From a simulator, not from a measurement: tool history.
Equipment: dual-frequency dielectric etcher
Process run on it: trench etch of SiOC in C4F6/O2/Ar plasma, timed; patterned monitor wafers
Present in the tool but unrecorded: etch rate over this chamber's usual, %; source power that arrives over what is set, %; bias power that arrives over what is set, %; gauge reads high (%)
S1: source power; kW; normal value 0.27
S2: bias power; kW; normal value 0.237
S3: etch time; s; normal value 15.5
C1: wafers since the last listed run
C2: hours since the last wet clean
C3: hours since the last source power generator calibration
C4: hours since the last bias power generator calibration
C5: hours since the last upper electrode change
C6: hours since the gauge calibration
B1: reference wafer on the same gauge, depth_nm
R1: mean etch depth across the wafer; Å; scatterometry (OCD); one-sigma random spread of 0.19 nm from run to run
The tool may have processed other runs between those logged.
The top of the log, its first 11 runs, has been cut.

run	hour	S1	S2	S3	C1	C2	C3	C4	C5	C6	B1	R1
12	931.6	0.27	0.205	15.5	526	384.4	273.1	198.9	898.3	307.6	33.81	279.4
13	1003.8	0.3	0.237	15.5	786	456.6	345.3	271.1	970.5	379.8	33.62	312.7
14	1097.4	0.27	0.237	15.5	1020	550.2	438.9	364.7	1064.1	473.4	33.76	293
15	1141.6	0.32	0.292	11.5	481	594.4	483.1	408.9	1108.3	517.6	33.72	260.8
# hour 1209.6: wet clean of the chamber
16	1212.5	0.27	0.237	19.5	511	2.9	554	479.8	1179.2	588.5	33.67	370.5
17	1293.2	0.27	0.237	15.5	879	83.6	634.7	560.5	1259.9	669.2	33.71	296.8
18	1397.1	0.27	0.237	15.5	1132	187.5	738.6	664.4	1363.8	773.1	33.68	295.5
19	1452.3	0.27	0.196	13	601	242.7	793.8	719.6	1419	828.3	33.79	230.5
20	1488.5	0.27	0.198	19.5	394	278.9	830	755.8	1455.2	864.5	33.71	348.6
21	1579.1	0.24	0.201	11.5	987	369.5	920.6	846.4	1545.8	955.1	33.7	191.8
22	1674.9	0.31	0.216	15.5	1044	465.3	1016.4	942.2	1641.6	1050.9	33.62	312.3
23	1740.4	0.23	0.2	15.5	713	530.8	1081.9	1007.7	1707.1	1116.4	33.74	251.8
24	1799.2	0.27	0.274	17	640	589.6	1140.7	1066.5	1765.9	1175.2	33.74	343.9
# hour 1887.8: wet clean of the chamber
25	2081.3	0.21	0.214	15.5	2813	193.5	1422.8	1348.6	2048	1457.3	33.68	240.1
26	2125	0.27	0.237	15.5	476	237.2	1466.5	1392.3	2091.7	1501	33.73	293.7
27	2231.8	0.27	0.237	18.5	1164	344	1573.3	1499.1	2198.5	1607.8	33.66	350.8
28	2324.3	0.3	0.255	11	1008	436.5	1665.8	1591.6	2291	1700.3	33.74	230.8
29	2398.8	0.23	0.202	17	812	511	1740.3	1666.1	2365.5	1774.8	33.69	274.7
30	2438.7	0.27	0.264	15.5	434	550.9	1780.2	1706	2405.4	1814.7	33.73	306.9

Alternative continuations, all from the tool just after run 30; predict every row:
A	2439.1	0.27	0.237	15.5	4	551.3	1780.6	1706.4	2405.8	1815.1	?	?
B	2439.1	0.2	0.192	11.5	4	551.3	1780.6	1706.4	2405.8	1815.1	?	?
C	2439.1	0.31	0.213	19	4	551.3	1780.6	1706.4	2405.8	1815.1	?	?
D	2439.1	0.23	0.237	15.5	4	551.3	1780.6	1706.4	2405.8	1815.1	?	?

run	B1	R1
A	33.66	298.7
B	33.66	167.4
C	33.66	382.2
D	33.66	269.6
Without the tool's unlogged condition, the same runs would have read:
run	R1
A	298.7
B	167.4
C	382.2
D	269.6

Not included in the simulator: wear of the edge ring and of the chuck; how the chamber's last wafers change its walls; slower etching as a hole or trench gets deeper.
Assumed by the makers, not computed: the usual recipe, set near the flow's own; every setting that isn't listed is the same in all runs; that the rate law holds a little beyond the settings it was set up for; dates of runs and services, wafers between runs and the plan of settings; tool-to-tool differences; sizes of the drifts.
